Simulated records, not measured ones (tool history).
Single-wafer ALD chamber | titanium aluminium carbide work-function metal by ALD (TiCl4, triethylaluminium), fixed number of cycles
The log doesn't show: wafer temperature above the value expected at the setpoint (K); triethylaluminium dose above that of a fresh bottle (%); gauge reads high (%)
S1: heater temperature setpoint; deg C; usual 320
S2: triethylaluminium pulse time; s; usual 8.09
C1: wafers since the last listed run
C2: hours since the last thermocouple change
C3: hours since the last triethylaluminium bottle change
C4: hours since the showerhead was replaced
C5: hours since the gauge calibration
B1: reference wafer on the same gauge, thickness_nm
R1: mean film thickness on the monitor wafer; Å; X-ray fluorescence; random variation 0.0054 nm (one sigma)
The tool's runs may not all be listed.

run,hour,S1,S2,C1,C2,C3,C4,C5,B1,R1
1,0,308,8.09,0,556.4,1505.8,8455.4,206.7,2.03,19.71
2,20.2,312,8.09,247,576.6,1526,8475.6,226.9,2.029,19.97
3,55.1,320,8.09,428,611.5,1560.9,8510.5,261.8,2.03,20.64
4,78.3,320,8.09,284,634.7,1584.1,8533.7,285,2.028,20.6
5,99.1,320,8.09,255,655.5,1604.9,8554.5,305.8,2.031,20.57
6,114.7,320,8.09,191,671.1,1620.5,8570.1,321.4,2.029,20.39
# hour 131.8: triethylaluminium bottle replaced
7,169.5,320,8.09,574,725.9,37.7,8624.9,376.2,2.031,21.45
# hour 187.8: gauge calibrated
8,193.1,320,5.09,289,749.5,61.3,8648.5,5.3,2.031,20.35
9,213.8,311,6.06,254,770.2,82,8669.2,26,2.03,20.05
# hour 224.2: showerhead replaced
10,234.4,327,9.37,154,790.8,102.6,10.2,46.6,2.033,22.19
# hour 251.4: thermocouple changed; heater temperature recalibrated
11,269,334,10.59,326,17.6,137.2,44.8,81.2,2.031,22.82
12,291.3,320,8.09,273,39.9,159.5,67.1,103.5,2.029,21.25
13,315.7,328,6.69,299,64.3,183.9,91.5,127.9,2.032,21.37
14,345.8,309,9.85,369,94.4,214,121.6,158,2.03,20.75
15,364.2,307,10.4,225,112.8,232.4,140,176.4,2.028,20.6

4 ways to go on from here, each from the tool as it stands after run 15. What would each give?
A,364.6,320,8.09,4,113.2,232.8,140.4,176.8,?,?
B,364.6,310,8.09,4,113.2,232.8,140.4,176.8,?,?
C,364.6,314,5,4,113.2,232.8,140.4,176.8,?,?
D,364.6,312,9.59,4,113.2,232.8,140.4,176.8,?,?

run,B1,R1
A,2.029,21.11
B,2.029,20.36
C,2.029,19.57
D,2.029,20.88
Without the tool's hidden state the same runs would have given:
run,R1
A,21.47
B,20.71
C,20.04
D,21.17
